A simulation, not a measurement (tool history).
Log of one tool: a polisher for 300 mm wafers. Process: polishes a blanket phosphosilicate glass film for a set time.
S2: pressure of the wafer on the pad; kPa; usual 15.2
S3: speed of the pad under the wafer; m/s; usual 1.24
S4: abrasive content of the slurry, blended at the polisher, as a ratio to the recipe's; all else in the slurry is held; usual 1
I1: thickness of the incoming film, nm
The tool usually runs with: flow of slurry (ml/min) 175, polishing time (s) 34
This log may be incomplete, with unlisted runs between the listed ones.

run 1 hour=0 | flow_of_slurry_(ml/min)=175 S2=15.2 S3=1.24 S4=1 polishing_time_(s)=34 | I1=4448.4 | film_removed_(Å)=2087
-- hour=9.2 conditioning disc replaced and pad reconditioned
-- hour=35.1 worn pad replaced by a new one
run 2 hour=35.6 | flow_of_slurry_(ml/min)=175 S2=17.2 S3=1.24 S4=1 polishing_time_(s)=34 | I1=4490.4 | film_removed_(Å)=2556
run 3 hour=58.4 | flow_of_slurry_(ml/min)=175 S2=17.2 S3=1.24 S4=1 polishing_time_(s)=34 | I1=4490.7 | film_removed_(Å)=2284
run 4 hour=91.9 | flow_of_slurry_(ml/min)=195 S2=11.7 S3=1.24 S4=1 polishing_time_(s)=34 | I1=4524.4 | film_removed_(Å)=1542
-- hour=119.8 worn pad replaced by a new one
run 5 hour=126.9 | flow_of_slurry_(ml/min)=175 S2=15.2 S3=1.24 S4=1 polishing_time_(s)=34 | I1=4530.9 | film_removed_(Å)=2186
run 6 hour=139.2 | flow_of_slurry_(ml/min)=175 S2=15.2 S3=1.24 S4=1 polishing_time_(s)=34 | I1=4456.8 | film_removed_(Å)=2068
run 7 hour=169.7 | flow_of_slurry_(ml/min)=175 S2=15.2 S3=1.24 S4=1 polishing_time_(s)=34 | I1=4496.4 | film_removed_(Å)=1955
-- hour=199.5 slurry nozzle cleaned
run 8 hour=202.9 | flow_of_slurry_(ml/min)=175 S2=15.2 S3=1.24 S4=1 polishing_time_(s)=39 | I1=4484 | film_removed_(Å)=2152
-- hour=208.8 worn pad replaced by a new one
run 9 hour=237.8 | flow_of_slurry_(ml/min)=205 S2=15.2 S3=1.24 S4=1.1 polishing_time_(s)=27 | I1=4457.8 | film_removed_(Å)=1651
run 10 hour=259.7 | flow_of_slurry_(ml/min)=175 S2=15.2 S3=1.24 S4=1 polishing_time_(s)=34 | I1=4438.5 | film_removed_(Å)=1933
-- hour=279.1 slurry blender recalibrated
-- hour=285.4 worn pad replaced by a new one
-- hour=286.9 conditioning disc replaced and pad reconditioned
run 11 hour=291 | flow_of_slurry_(ml/min)=205 S2=11.7 S3=1.08 S4=1 polishing_time_(s)=31 | I1=4491.6 | film_removed_(Å)=1369

Run 12 is up next; what results do you expect?
run 12 hour=308 | flow_of_slurry_(ml/min)=225 S2=19.3 S3=1.24 S4=1 polishing_time_(s)=34 | I1=4450.2 | film_removed_(Å)=?

film removed (Å): 2599
If the tool had no hidden condition, the same run with the same run-to-run variation would have returned film removed (Å) 3164.
